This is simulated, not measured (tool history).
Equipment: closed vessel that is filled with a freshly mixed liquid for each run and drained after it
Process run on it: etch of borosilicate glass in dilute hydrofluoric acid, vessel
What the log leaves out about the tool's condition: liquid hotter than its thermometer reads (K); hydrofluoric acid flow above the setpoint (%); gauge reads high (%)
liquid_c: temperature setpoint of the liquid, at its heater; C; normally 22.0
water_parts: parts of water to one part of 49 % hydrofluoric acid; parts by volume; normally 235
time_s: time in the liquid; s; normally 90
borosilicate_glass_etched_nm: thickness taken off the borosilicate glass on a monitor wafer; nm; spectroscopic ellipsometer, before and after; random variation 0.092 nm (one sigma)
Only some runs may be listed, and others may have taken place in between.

run,hour,liquid_c,water_parts,time_s,wafers since the last listed run,hours since the thermometer was replaced,hours since the hydrofluoric acid flow meter was replaced,hours since the gauge calibration,"read-back film thickness of the borosilicate glass reference wafer, read on the same gauge (nm)",borosilicate_glass_etched_nm
1,0.0,22.0,235,50,0,249.6,1674.4,395.0,50.00,8.04
2,108.0,22.0,235,50,11262,357.6,1782.4,503.0,50.01,8.09
3,152.5,22.0,235,50,4640,402.1,1826.9,547.5,50.01,8.12
4,215.6,22.0,235,90,6580,465.2,1890.0,610.6,49.99,14.60
5,289.4,22.0,235,90,7695,539.0,1963.8,684.4,50.01,14.72
6,367.2,22.0,235,90,8113,616.8,2041.6,762.2,50.01,14.76
7,448.3,22.0,235,90,8457,697.9,2122.7,843.3,50.00,14.82
8,521.6,22.0,235,90,7643,771.2,2196.0,916.6,50.00,15.13
9,700.4,22.0,235,90,18645,950.0,2374.8,1095.4,50.00,14.94
10,750.1,22.0,235,90,5182,999.7,2424.5,1145.1,50.00,15.24
# hour 758.0: gauge calibrated
# hour 821.8: hydrofluoric acid flow meter replaced
11,853.6,19.0,270,90,10688,1103.2,31.8,95.6,50.00,11.56
12,906.8,25.5,190,125,5547,1156.4,85.0,148.8,50.00,31.55
# hour 918.3: thermometer replaced
13,1002.6,18.0,175,60,9885,84.3,180.8,244.6,49.99,11.54
14,1064.4,22.0,235,90,6444,146.1,242.6,306.4,50.03,14.36
15,1124.2,19.0,300,60,6236,205.9,302.4,366.2,50.02,6.30
16,1229.9,19.0,310,70,11022,311.6,408.1,471.9,50.01,7.18
17,1302.8,22.0,235,90,7602,384.5,481.0,544.8,49.99,14.40
18,1342.6,22.0,235,90,4150,424.3,520.8,584.6,50.01,14.41
19,1392.2,19.0,235,125,5172,473.9,570.4,634.2,50.00,18.04
20,1482.8,18.5,325,70,9447,564.5,661.0,724.8,50.00,6.66
21,1580.2,22.0,235,90,10157,661.9,758.4,822.2,50.02,14.79
22,1684.2,22.0,165,90,10845,765.9,862.4,926.2,50.00,22.84
23,1720.7,25.5,235,55,3806,802.4,898.9,962.7,50.01,10.40

Some steps in borosilicate_glass_etched_nm between neighbouring runs. How much of each would the tool show without its hidden state too (settings, what came in, random variation), and how much is left for the hidden state, with any gauge scatter that isn't in both results?
Run 11 -> 12: liquid_c 19.0 -> 25.5, water_parts 270 -> 190, time_s 90 -> 125. borosilicate_glass_etched_nm +19.99 nm: hidden state +1.76, all else +18.23.
Run 12 -> 13: liquid_c 25.5 -> 18.0, water_parts 190 -> 175, time_s 125 -> 60, thermometer replaced. borosilicate_glass_etched_nm -20.01 nm: hidden state -2.64, all else -17.37.

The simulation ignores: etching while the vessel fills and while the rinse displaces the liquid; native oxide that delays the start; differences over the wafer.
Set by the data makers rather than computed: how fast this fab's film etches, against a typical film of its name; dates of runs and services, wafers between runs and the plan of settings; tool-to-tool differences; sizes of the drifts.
